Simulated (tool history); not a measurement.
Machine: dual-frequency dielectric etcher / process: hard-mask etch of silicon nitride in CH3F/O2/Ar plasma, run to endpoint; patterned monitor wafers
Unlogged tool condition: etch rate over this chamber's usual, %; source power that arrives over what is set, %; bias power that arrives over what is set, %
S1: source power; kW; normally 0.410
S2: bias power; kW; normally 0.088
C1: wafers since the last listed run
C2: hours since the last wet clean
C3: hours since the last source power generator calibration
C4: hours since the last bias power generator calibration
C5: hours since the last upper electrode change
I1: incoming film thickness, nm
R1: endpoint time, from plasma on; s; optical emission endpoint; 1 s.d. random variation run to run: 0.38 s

run    hour     S1     S2    C1     C2      C3      C4      C5     I1    R1
  1     0.0  0.330  0.088     0  355.6  4170.1  3227.6  2747.2  34.84  50.1
  2    52.1  0.330  0.088   585  407.7  4222.2  3279.7  2799.3  34.92  50.3
       89.3  -- wet clean of the chamber
  3   124.4  0.330  0.088   542   35.1  4294.5  3352.0  2871.6  35.02  47.2
  4   213.5  0.410  0.088  1000  124.2  4383.6  3441.1  2960.7  35.20  44.8
  5   296.6  0.410  0.088   933  207.3  4466.7  3524.2  3043.8  34.98  45.1
  6   341.0  0.410  0.088   498  251.7  4511.1  3568.6  3088.2  34.99  45.1
  7   423.0  0.430  0.072   921  333.7  4593.1  3650.6  3170.2  35.38  48.7
      486.5  -- wet clean of the chamber
  8   487.0  0.430  0.072   449    0.5  4657.1  3714.6  3234.2  35.10  47.0
  9   504.1  0.360  0.074   192   17.6  4674.2  3731.7  3251.3  34.87  49.3
      527.2  -- source power generator calibrated
      578.4  -- upper electrode replaced
 10   578.9  0.330  0.077   525   92.4    51.7  3806.5     0.5  35.01  50.8
 11   612.9  0.410  0.088   381  126.4    85.7  3840.5    34.5  35.00  44.4
 12   668.7  0.480  0.073   626  182.2   141.5  3896.3    90.3  35.24  45.6
      751.4  -- bias power generator calibrated
 13   769.6  0.350  0.104  1088  283.1   242.4    18.2   191.2  34.97  45.3
      856.3  -- wet clean of the chamber
 14   856.8  0.410  0.078   709    0.5   329.6   105.4   278.4  34.87  46.4
 15   920.5  0.330  0.077   715   64.2   393.3   169.1   342.1  34.88  50.0
 16   986.5  0.410  0.088   741  130.2   459.3   235.1   408.1  35.10  44.9
 17  1047.7  0.410  0.088   687  191.4   520.5   296.3   469.3  35.23  45.8

Per-run results on a tool with no hidden state, each run keeping its own random variation:
run    R1
  1  47.9
  2  47.8
  3  47.3
  4  44.4
  5  44.1
  6  43.9
  7  46.9
  8  47.2
  9  49.4
 10  50.4
 11  43.8
 12  44.7
 13  43.8
 14  46.5
 15  49.7
 16  44.3
 17  44.8
